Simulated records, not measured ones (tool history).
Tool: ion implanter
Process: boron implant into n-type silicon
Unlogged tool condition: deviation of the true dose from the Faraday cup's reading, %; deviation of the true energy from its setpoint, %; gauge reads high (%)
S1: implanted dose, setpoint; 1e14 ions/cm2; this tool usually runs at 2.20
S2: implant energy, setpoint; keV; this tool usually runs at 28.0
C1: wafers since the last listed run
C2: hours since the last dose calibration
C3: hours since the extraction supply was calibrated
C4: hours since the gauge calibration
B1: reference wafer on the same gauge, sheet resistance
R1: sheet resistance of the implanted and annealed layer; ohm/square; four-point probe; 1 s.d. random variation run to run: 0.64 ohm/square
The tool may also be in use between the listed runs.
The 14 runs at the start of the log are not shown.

{"run": 15, "day": 9.146, "S1": 2.06, "S2": 30.5, "C1": 236, "C2": 2129.5, "C3": 3620.0, "C4": 546.0, "B1": 399.92, "R1": 450.91}
{"run": 16, "day": 9.838, "S1": 2.06, "S2": 30.5, "C1": 226, "C2": 2146.1, "C3": 3636.6, "C4": 562.6, "B1": 400.06, "R1": 451.31}
{"day": 10.154, "done": "gauge calibrated"}
{"run": 17, "day": 10.404, "S1": 2.06, "S2": 30.5, "C1": 185, "C2": 2159.7, "C3": 3650.2, "C4": 6.0, "B1": 399.96, "R1": 453.29}
{"run": 18, "day": 11.121, "S1": 2.46, "S2": 25.0, "C1": 234, "C2": 2176.9, "C3": 3667.4, "C4": 23.2, "B1": 399.89, "R1": 402.5}
{"run": 19, "day": 11.521, "S1": 1.75, "S2": 22.5, "C1": 131, "C2": 2186.5, "C3": 3677.0, "C4": 32.8, "B1": 399.95, "R1": 535.05}
{"run": 20, "day": 12.188, "S1": 1.93, "S2": 28.0, "C1": 218, "C2": 2202.5, "C3": 3693.0, "C4": 48.8, "B1": 400.14, "R1": 482.69}
{"run": 21, "day": 12.521, "S1": 2.43, "S2": 32.5, "C1": 109, "C2": 2210.5, "C3": 3701.0, "C4": 56.8, "B1": 400.04, "R1": 395.33}
{"run": 22, "day": 12.783, "S1": 2.38, "S2": 18.5, "C1": 86, "C2": 2216.8, "C3": 3707.3, "C4": 63.1, "B1": 399.92, "R1": 429.24}
{"run": 23, "day": 13.204, "S1": 2.78, "S2": 22.5, "C1": 137, "C2": 2226.9, "C3": 3717.4, "C4": 73.2, "B1": 399.95, "R1": 371.02}
{"day": 13.808, "done": "extraction supply calibrated"}
{"run": 24, "day": 13.829, "S1": 1.64, "S2": 33.0, "C1": 95, "C2": 2241.9, "C3": 0.5, "C4": 88.2, "B1": 400.28, "R1": 533.1}
{"day": 14.267, "done": "Faraday cup replaced and dose calibrated"}
{"run": 25, "day": 14.288, "S1": 1.8, "S2": 22.5, "C1": 40, "C2": 0.5, "C3": 11.5, "C4": 99.2, "B1": 400.01, "R1": 503.22}
{"run": 26, "day": 14.529, "S1": 2.2, "S2": 28.0, "C1": 79, "C2": 6.3, "C3": 17.3, "C4": 105.0, "B1": 399.98, "R1": 417.97}
{"run": 27, "day": 15.158, "S1": 2.43, "S2": 32.0, "C1": 206, "C2": 21.4, "C3": 32.4, "C4": 120.1, "B1": 399.99, "R1": 380.8}
{"run": 28, "day": 15.492, "S1": 1.77, "S2": 22.0, "C1": 109, "C2": 29.4, "C3": 40.4, "C4": 128.1, "B1": 399.76, "R1": 509.87}
{"run": 29, "day": 15.788, "S1": 2.2, "S2": 35.0, "C1": 96, "C2": 36.5, "C3": 47.5, "C4": 135.2, "B1": 400.06, "R1": 407.14}
{"run": 30, "day": 17.088, "S1": 2.41, "S2": 31.0, "C1": 425, "C2": 67.7, "C3": 78.7, "C4": 166.4, "B1": 400.01, "R1": 384.98}
{"run": 31, "day": 17.725, "S1": 2.55, "S2": 25.0, "C1": 208, "C2": 83.0, "C3": 94.0, "C4": 181.7, "B1": 400.17, "R1": 376.09}
{"run": 32, "day": 18.325, "S1": 2.2, "S2": 28.0, "C1": 196, "C2": 97.4, "C3": 108.4, "C4": 196.1, "B1": 399.89, "R1": 416.98}
{"run": 33, "day": 18.858, "S1": 1.58, "S2": 33.0, "C1": 174, "C2": 110.2, "C3": 121.2, "C4": 208.9, "B1": 399.85, "R1": 526.58}
{"run": 34, "day": 19.204, "S1": 2.57, "S2": 28.0, "C1": 113, "C2": 118.5, "C3": 129.5, "C4": 217.2, "B1": 399.96, "R1": 369.3}

Forecast each of these 3 alternatives for the next run:
{"run": "A", "day": 19.221, "S1": 2.2, "S2": 28.0, "C1": 5, "C2": 118.9, "C3": 129.9, "C4": 217.6, "B1": "?", "R1": "?"}
{"run": "B", "day": 19.221, "S1": 1.57, "S2": 33.5, "C1": 5, "C2": 118.9, "C3": 129.9, "C4": 217.6, "B1": "?", "R1": "?"}
{"run": "C", "day": 19.221, "S1": 2.42, "S2": 20.5, "C1": 5, "C2": 118.9, "C3": 129.9, "C4": 217.6, "B1": "?", "R1": "?"}

run=A B1=399.81 R1=416.33
run=B B1=399.81 R1=525.83
run=C B1=399.81 R1=399.98
The same runs, with their run-to-run variation unchanged, on a tool lacking any hidden condition would have given:
run=A R1=418.93
run=B R1=528.94
run=C R1=402.54

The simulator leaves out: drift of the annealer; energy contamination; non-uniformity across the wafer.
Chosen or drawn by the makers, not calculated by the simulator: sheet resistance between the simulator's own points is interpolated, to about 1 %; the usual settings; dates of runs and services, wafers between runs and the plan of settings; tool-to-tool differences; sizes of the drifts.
